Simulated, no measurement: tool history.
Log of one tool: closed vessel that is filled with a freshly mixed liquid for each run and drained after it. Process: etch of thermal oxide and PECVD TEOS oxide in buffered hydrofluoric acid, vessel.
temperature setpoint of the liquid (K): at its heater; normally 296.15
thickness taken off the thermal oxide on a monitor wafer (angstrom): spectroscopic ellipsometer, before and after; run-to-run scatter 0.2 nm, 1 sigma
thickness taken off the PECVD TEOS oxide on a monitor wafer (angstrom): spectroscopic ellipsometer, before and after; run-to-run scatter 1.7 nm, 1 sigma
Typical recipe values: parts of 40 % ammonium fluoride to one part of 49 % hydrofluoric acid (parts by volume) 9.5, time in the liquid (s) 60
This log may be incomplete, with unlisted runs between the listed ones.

| run | hour | temperature setpoint of the liquid (K) | parts of 40 % ammonium fluoride to one part of 49 % hydrofluoric acid (parts by volume) | time in the liquid (s) | read-back film thickness of the thermal oxide reference wafer, read on the same gauge (nm) | read-back film thickness of the PECVD TEOS oxide reference wafer, read on the same gauge (nm) | thickness taken off the thermal oxide on a monitor wafer (angstrom) | thickness taken off the PECVD TEOS oxide on a monitor wafer (angstrom) |
|---|---|---|---|---|---|---|---|---|
| 1 | 0.0 | 296.15 | 9.5 | 60 | 140.02 | 40.02 | 632.1 | 2169.3 |
| 2 | 93.5 | 296.15 | 9.5 | 60 | 140.00 | 40.02 | 628.0 | 2187.2 |
| 3 | 139.3 | 296.15 | 9.5 | 60 | 139.98 | 40.00 | 628.9 | 2188.2 |
| 4 | 233.5 | 296.15 | 9.5 | 60 | 140.01 | 39.98 | 632.0 | 2202.4 |
| 5 | 300.6 | 296.15 | 9.5 | 60 | 139.97 | 40.01 | 631.0 | 2176.5 |
|  | 421.0 | thermometer replaced |
| 6 | 597.5 | 296.15 | 9.5 | 60 | 140.02 | 39.98 | 624.2 | 2161.9 |
|  | 613.7 | hydrofluoric acid flow meter replaced |
| 7 | 684.7 | 296.15 | 9.5 | 60 | 140.01 | 39.99 | 625.3 | 2199.1 |
| 8 | 754.4 | 296.15 | 9.5 | 60 | 139.98 | 39.97 | 624.2 | 2147.9 |
|  | 808.8 | gauge calibrated |
| 9 | 839.0 | 296.15 | 9.5 | 60 | 139.98 | 40.03 | 623.7 | 2185.4 |
| 10 | 894.2 | 296.15 | 9.5 | 60 | 139.98 | 40.00 | 625.4 | 2150.5 |
| 11 | 998.7 | 296.15 | 9.5 | 60 | 140.01 | 40.00 | 626.2 | 2161.4 |
| 12 | 1082.2 | 293.15 | 12.0 | 60 | 139.98 | 40.01 | 433.2 | 1503.5 |
| 13 | 1179.6 | 296.15 | 9.5 | 90 | 140.00 | 40.01 | 945.8 | 3264.1 |
| 14 | 1221.5 | 296.15 | 5.5 | 60 | 139.95 | 40.03 | 1044.0 | 3694.2 |
| 15 | 1313.0 | 296.15 | 13.0 | 50 | 140.00 | 39.99 | 395.7 | 1365.2 |
| 16 | 1386.3 | 296.15 | 9.5 | 60 | 139.98 | 40.01 | 630.5 | 2191.1 |
| 17 | 1462.9 | 296.15 | 9.5 | 60 | 140.02 | 40.00 | 629.6 | 2205.4 |
|  | 1480.6 | thermometer replaced |
|  | 1577.5 | hydrofluoric acid flow meter replaced |
| 18 | 1767.7 | 291.15 | 10.5 | 60 | 140.01 | 39.96 | 437.2 | 1503.8 |
| 19 | 1857.4 | 296.15 | 5.5 | 40 | 140.01 | 40.06 | 695.0 | 2411.5 |
| 20 | 1932.9 | 296.15 | 9.5 | 60 | 140.05 | 39.95 | 628.0 | 2168.5 |

5 options for the next run, each taken on its own from the tool as it stands now. Forecast them:
| A | 1933.6 | 296.15 | 9.5 | 60 | ? | ? | ? | ? |
| B | 1933.6 | 291.65 | 7.0 | 30 | ? | ? | ? | ? |
| C | 1933.6 | 292.65 | 10.5 | 30 | ? | ? | ? | ? |
| D | 1933.6 | 294.15 | 12.0 | 90 | ? | ? | ? | ? |
| E | 1933.6 | 291.65 | 8.0 | 45 | ? | ? | ? | ? |

| run | read-back film thickness of the thermal oxide reference wafer, read on the same gauge (nm) | read-back film thickness of the PECVD TEOS oxide reference wafer, read on the same gauge (nm) | thickness taken off the thermal oxide on a monitor wafer (angstrom) | thickness taken off the PECVD TEOS oxide on a monitor wafer (angstrom) |
|---|---|---|---|---|
| A | 140.03 | 40.02 | 623.8 | 2146.3 |
| B | 140.03 | 40.02 | 329.8 | 1134.9 |
| C | 140.03 | 40.02 | 237.2 | 816.0 |
| D | 140.03 | 40.02 | 679.1 | 2336.6 |
| E | 140.03 | 40.02 | 428.2 | 1473.4 |
With the hidden condition removed and each run's random variation left untouched, the same runs would have given:
| run | thickness taken off the thermal oxide on a monitor wafer (angstrom) | thickness taken off the PECVD TEOS oxide on a monitor wafer (angstrom) |
|---|---|---|
| A | 617.3 | 2124.0 |
| B | 326.3 | 1122.8 |
| C | 234.6 | 807.4 |
| D | 671.9 | 2312.0 |
| E | 423.7 | 1457.7 |
